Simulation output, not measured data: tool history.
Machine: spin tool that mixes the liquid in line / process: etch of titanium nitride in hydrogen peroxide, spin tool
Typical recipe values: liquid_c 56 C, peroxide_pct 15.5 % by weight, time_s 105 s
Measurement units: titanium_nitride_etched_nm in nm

run,hour,liquid_c,peroxide_pct,time_s,wafers since the last listed run,hours since the thermometer was replaced,hours since the peroxide flow meter was replaced,hours since the heated supply line was repaired,hours since the drum of peroxide was connected,hours since the gauge calibration,"read-back film thickness of the titanium nitride reference wafer, read on the same gauge (nm)",titanium_nitride_etched_nm
1,0,56,15.5,105,0,1178.4,1947.6,807.7,8.4,622.5,110.04,6.83
2,26.3,56,15.5,105,273,1204.7,1973.9,834,34.7,648.8,110.01,6.96
3,52.5,56,15.5,105,272,1230.9,2000.1,860.2,60.9,675,109.96,6.95
4,88.2,56,15.5,105,370,1266.6,2035.8,895.9,96.6,710.7,109.98,6.97
5,108.3,56,15.5,55,208,1286.7,2055.9,916,116.7,730.8,110.01,3.67
6,137.5,56,15.5,55,303,1315.9,2085.1,945.2,145.9,760,109.99,3.65
7,167.2,56,15.5,105,308,1345.6,2114.8,974.9,175.6,789.7,110,7.01
# hour 180.6: peroxide flow meter replaced
8,188.8,59.5,14,125,213,1367.2,8.2,996.5,197.2,811.3,110.01,10.34
9,221.3,50.5,19.5,130,337,1399.7,40.7,1029,229.7,843.8,109.98,6.22
# hour 234.6: heated supply line repaired
10,243.3,56,15.5,105,218,1421.7,62.7,8.7,251.7,865.8,110,6.99
11,275.9,56,15.5,105,338,1454.3,95.3,41.3,284.3,898.4,110.02,7.07
12,298.4,62,15.5,105,233,1476.8,117.8,63.8,306.8,920.9,110.01,10.6
# hour 311.1: gauge calibrated
13,325.9,56,18.5,65,285,1504.3,145.3,91.3,334.3,14.8,110,4.54
14,343.4,56,19,105,181,1521.8,162.8,108.8,351.8,32.3,110.04,7.37
# hour 360: thermometer replaced
15,367.7,51.5,15.5,170,241,7.7,187.1,133.1,376.1,56.6,109.99,7.41
16,398,48.5,14,105,314,38,217.4,163.4,406.4,86.9,109.99,3.66
17,415.7,65.5,15.5,105,183,55.7,235.1,181.1,424.1,104.6,109.97,12.13
18,428.1,56,15.5,105,128,68.1,247.5,193.5,436.5,117,110.02,6.39
19,453.7,56,15.5,105,265,93.7,273.1,219.1,462.1,142.6,110.02,6.44
20,468.2,63.5,19,135,150,108.2,287.6,233.6,476.6,157.1,110.01,14.47
21,501.8,47,17,45,348,141.8,321.2,267.2,510.2,190.7,110.01,1.48
22,525.8,52,12,55,249,165.8,345.2,291.2,534.2,214.7,109.96,2.41
23,560,63,12,105,355,200,379.4,325.4,568.4,248.9,110,9.92
24,589,59,15.5,135,301,229,408.4,354.4,597.4,277.9,110.01,10.19

Measured less the same run without the tool's hidden state. The same run-to-run variation is in both; the gauge's scatter may not be:
The tool's hidden condition here consists of: liquid hotter than its thermometer reads (K); peroxide flow below the setpoint (%); temperature lost on the way to the wafer (K); peroxide weaker than its label (%); gauge reads high (%).
run,titanium_nitride_etched_nm
1,+0.58
2,+0.6
3,+0.61
4,+0.63
5,+0.34
6,+0.34
7,+0.67
8,+0.98
9,+0.63
10,+0.7
11,+0.72
12,+1.06
13,+0.48
14,+0.78
15,+0.04
16,+0.02
17,+0.1
18,+0.06
19,+0.07
20,+0.17
21,+0.02
22,+0.04
23,+0.17
24,+0.2
